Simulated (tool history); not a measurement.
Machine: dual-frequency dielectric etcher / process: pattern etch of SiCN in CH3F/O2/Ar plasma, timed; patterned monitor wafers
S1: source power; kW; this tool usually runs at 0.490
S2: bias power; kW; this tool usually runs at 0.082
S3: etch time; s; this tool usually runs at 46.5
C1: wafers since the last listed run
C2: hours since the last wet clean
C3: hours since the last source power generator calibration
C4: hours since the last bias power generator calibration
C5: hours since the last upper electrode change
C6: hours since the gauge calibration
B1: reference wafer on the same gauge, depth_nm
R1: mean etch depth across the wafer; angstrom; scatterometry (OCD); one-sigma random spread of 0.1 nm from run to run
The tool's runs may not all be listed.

run,hour,S1,S2,S3,C1,C2,C3,C4,C5,C6,B1,R1
1,0.0,0.490,0.082,46.5,0,428.7,4509.4,4558.4,2823.4,256.0,22.77,185.5
2,9.1,0.490,0.082,46.5,149,437.8,4518.5,4567.5,2832.5,265.1,22.82,183.4
3,19.5,0.490,0.082,46.5,171,448.2,4528.9,4577.9,2842.9,275.5,22.78,184.9
4,25.8,0.490,0.068,46.5,103,454.5,4535.2,4584.2,2849.2,281.8,22.83,171.8
5,42.4,0.490,0.068,46.5,273,471.1,4551.8,4600.8,2865.8,298.4,22.77,174.6
6,56.3,0.490,0.082,46.5,228,485.0,4565.7,4614.7,2879.7,312.3,22.75,184.7
7,103.7,0.490,0.082,46.5,779,532.4,4613.1,4662.1,2927.1,359.7,22.81,183.3
8,111.0,0.490,0.082,46.5,120,539.7,4620.4,4669.4,2934.4,367.0,22.81,184.6
9,118.9,0.490,0.082,46.5,129,547.6,4628.3,4677.3,2942.3,374.9,22.81,183.9
10,126.2,0.490,0.082,46.5,120,554.9,4635.6,4684.6,2949.6,382.2,22.81,183.0
11,138.4,0.490,0.082,46.5,200,567.1,4647.8,4696.8,2961.8,394.4,22.80,181.5
12,149.4,0.490,0.082,46.5,180,578.1,4658.8,4707.8,2972.8,405.4,22.81,183.4
13,161.4,0.490,0.082,35.0,197,590.1,4670.8,4719.8,2984.8,417.4,22.80,138.0
# hour 171.1: gauge calibrated
# hour 188.8: wet clean of the chamber
# hour 199.5: upper electrode replaced
14,200.0,0.600,0.082,34.0,64,11.2,4709.4,4758.4,0.5,28.9,22.82,158.1
15,200.4,0.550,0.068,46.5,6,11.6,4709.8,4758.8,0.9,29.3,22.83,199.0
# hour 210.2: source power generator calibrated
16,210.7,0.600,0.082,38.0,103,21.9,0.5,4769.1,11.2,39.6,22.78,175.1
# hour 245.9: wet clean of the chamber, repeated, since the last time left the tool worse
17,246.4,0.490,0.082,46.5,192,0.5,36.2,4804.8,46.9,75.3,22.77,188.2
18,246.7,0.420,0.070,51.5,4,0.8,36.5,4805.1,47.2,75.6,22.77,193.2
19,247.0,0.410,0.082,46.5,4,1.1,36.8,4805.4,47.5,75.9,22.79,183.4
20,247.4,0.490,0.095,54.5,6,1.5,37.2,4805.8,47.9,76.3,22.84,232.3
21,255.5,0.600,0.082,34.0,133,9.6,45.3,4813.9,56.0,84.4,22.80,145.2
# hour 266.0: bias power generator calibrated
22,266.5,0.370,0.076,54.5,115,20.6,56.3,0.5,67.0,95.4,22.83,203.2
23,280.9,0.490,0.082,46.5,236,35.0,70.7,14.9,81.4,109.8,22.81,189.6
24,300.7,0.580,0.082,46.5,325,54.8,90.5,34.7,101.2,129.6,22.79,197.6
25,314.0,0.450,0.094,38.0,218,68.1,103.8,48.0,114.5,142.9,22.77,159.2
26,324.3,0.490,0.068,54.5,169,78.4,114.1,58.3,124.8,153.2,22.80,207.9
27,335.9,0.490,0.082,46.5,190,90.0,125.7,69.9,136.4,164.8,22.80,190.7
28,353.4,0.540,0.082,46.5,287,107.5,143.2,87.4,153.9,182.3,22.80,193.7
29,363.8,0.490,0.082,40.0,171,117.9,153.6,97.8,164.3,192.7,22.80,160.8

Here are 5 independent what-if runs from the current tool condition. What would each one return?
A,364.2,0.490,0.082,46.5,6,118.3,154.0,98.2,164.7,193.1,?,?
B,364.2,0.440,0.082,37.0,6,118.3,154.0,98.2,164.7,193.1,?,?
C,364.2,0.490,0.082,59.5,6,118.3,154.0,98.2,164.7,193.1,?,?
D,364.2,0.450,0.096,36.5,6,118.3,154.0,98.2,164.7,193.1,?,?
E,364.2,0.380,0.062,36.5,6,118.3,154.0,98.2,164.7,193.1,?,?

run,B1,R1
A,22.80,188.4
B,22.80,146.2
C,22.80,241.0
D,22.80,152.7
E,22.80,128.1
Without the tool's unlogged condition, the same runs would have read:
run,R1
A,190.6
B,148.0
C,243.9
D,154.6
E,129.6

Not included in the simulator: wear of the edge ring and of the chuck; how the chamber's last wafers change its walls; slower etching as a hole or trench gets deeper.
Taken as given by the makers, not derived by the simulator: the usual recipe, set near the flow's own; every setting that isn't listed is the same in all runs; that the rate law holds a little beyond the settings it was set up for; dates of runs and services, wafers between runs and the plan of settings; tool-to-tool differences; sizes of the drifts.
